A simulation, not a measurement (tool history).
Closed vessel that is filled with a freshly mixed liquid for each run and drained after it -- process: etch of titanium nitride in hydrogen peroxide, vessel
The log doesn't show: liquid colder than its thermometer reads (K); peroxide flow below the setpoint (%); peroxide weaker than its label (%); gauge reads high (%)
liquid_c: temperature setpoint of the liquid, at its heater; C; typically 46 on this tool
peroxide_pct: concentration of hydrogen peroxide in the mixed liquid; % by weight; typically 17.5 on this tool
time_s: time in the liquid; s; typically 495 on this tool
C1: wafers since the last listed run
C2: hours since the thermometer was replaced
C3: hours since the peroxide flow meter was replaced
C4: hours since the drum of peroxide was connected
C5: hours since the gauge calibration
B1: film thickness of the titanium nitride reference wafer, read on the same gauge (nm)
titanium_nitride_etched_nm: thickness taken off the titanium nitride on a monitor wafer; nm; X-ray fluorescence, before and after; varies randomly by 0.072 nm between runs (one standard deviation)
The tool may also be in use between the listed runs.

Run 1, hour 0: usual settings; C1 0; C2 692.7; C3 869.6; C4 103; C5 408.8; B1 39.99. Result: titanium_nitride_etched_nm 11.72 nm.
Run 2, hour 30.3: usual settings; C1 2753; C2 723; C3 899.9; C4 133.3; C5 439.1; B1 40.01. Result: titanium_nitride_etched_nm 11.71 nm.
Run 3, hour 64.6: usual settings; C1 3117; C2 757.3; C3 934.2; C4 167.6; C5 473.4; B1 39.99. Result: titanium_nitride_etched_nm 11.58 nm.
Run 4, hour 83.2: usual settings; C1 1690; C2 775.9; C3 952.8; C4 186.2; C5 492; B1 40. Result: titanium_nitride_etched_nm 11.66 nm.
Run 5, hour 118.1: usual settings; C1 3171; C2 810.8; C3 987.7; C4 221.1; C5 526.9; B1 39.98. Result: titanium_nitride_etched_nm 11.56 nm.
Run 6, hour 138.7: usual settings; C1 1872; C2 831.4; C3 1008.3; C4 241.7; C5 547.5; B1 40. Result: titanium_nitride_etched_nm 11.48 nm.
Run 7, hour 153.7: usual settings; C1 1363; C2 846.4; C3 1023.3; C4 256.7; C5 562.5; B1 40.03. Result: titanium_nitride_etched_nm 11.46 nm.
Run 8, hour 171.8: usual settings but peroxide_pct 20.5 % by weight; C1 1644; C2 864.5; C3 1041.4; C4 274.8; C5 580.6; B1 40. Result: titanium_nitride_etched_nm 11.77 nm.
Run 9, hour 190.3: usual settings but peroxide_pct 20.5 % by weight; C1 1681; C2 883; C3 1059.9; C4 293.3; C5 599.1; B1 39.99. Result: titanium_nitride_etched_nm 11.94 nm.
At hour 200.4: gauge calibrated.
Run 10, hour 216.1: usual settings; C1 2344; C2 908.8; C3 1085.7; C4 319.1; C5 15.7; B1 39.99. Result: titanium_nitride_etched_nm 11.48 nm.
Run 11, hour 235.9: usual settings but time_s 580 s; C1 1799; C2 928.6; C3 1105.5; C4 338.9; C5 35.5; B1 39.98. Result: titanium_nitride_etched_nm 13.37 nm.
Run 12, hour 261.4: usual settings but peroxide_pct 15.5 % by weight; C1 2317; C2 954.1; C3 1131; C4 364.4; C5 61; B1 39.99. Result: titanium_nitride_etched_nm 11.01 nm.
Run 13, hour 275.1: usual settings; C1 1245; C2 967.8; C3 1144.7; C4 378.1; C5 74.7; B1 40.01. Result: titanium_nitride_etched_nm 11.3 nm.
Run 14, hour 287.8: usual settings but liquid_c 48.5 C, peroxide_pct 14 % by weight, time_s 685 s; C1 1154; C2 980.5; C3 1157.4; C4 390.8; C5 87.4; B1 39.99. Result: titanium_nitride_etched_nm 18.08 nm.
At hour 304.9: thermometer replaced.
At hour 330.6: peroxide flow meter replaced.
At hour 354.6: new drum of peroxide connected.
Run 15, hour 356.8: usual settings; C1 5998; C2 51.9; C3 26.2; C4 2.2; C5 156.4; B1 40. Result: titanium_nitride_etched_nm 12.71 nm.
Run 16, hour 373.9: usual settings but liquid_c 49.5 C, peroxide_pct 15.5 % by weight, time_s 270 s; C1 1554; C2 69; C3 43.3; C4 19.3; C5 173.5; B1 40. Result: titanium_nitride_etched_nm 8.7 nm.
Run 17, hour 396.7: usual settings but peroxide_pct 13 % by weight; C1 2072; C2 91.8; C3 66.1; C4 42.1; C5 196.3; B1 40.01. Result: titanium_nitride_etched_nm 11.86 nm.
Run 18, hour 432.6: usual settings but liquid_c 37.5 C, peroxide_pct 15 % by weight, time_s 680 s; C1 3262; C2 127.7; C3 102; C4 78; C5 232.2; B1 40. Result: titanium_nitride_etched_nm 8.72 nm.
Run 19, hour 466.6: usual settings but liquid_c 42.5 C, peroxide_pct 14 % by weight, time_s 735 s; C1 3090; C2 161.7; C3 136; C4 112; C5 266.2; B1 39.97. Result: titanium_nitride_etched_nm 13.69 nm.

Measured result minus the same run's result without the hidden state. Both carry the same run-to-run variation, though not necessarily the same gauge scatter:
run  titanium_nitride_etched_nm
  1                       -1.13
  2                       -1.17
  3                       -1.22
  4                       -1.25
  5                        -1.3
  6                       -1.31
  7                       -1.34
  8                       -1.41
  9                       -1.46
 10                       -1.45
 11                       -1.72
 12                       -1.46
 13                       -1.52
 14                       -2.41
 15                       -0.18
 16                       -0.14
 17                       -0.23
 18                       -0.22
 19                       -0.39
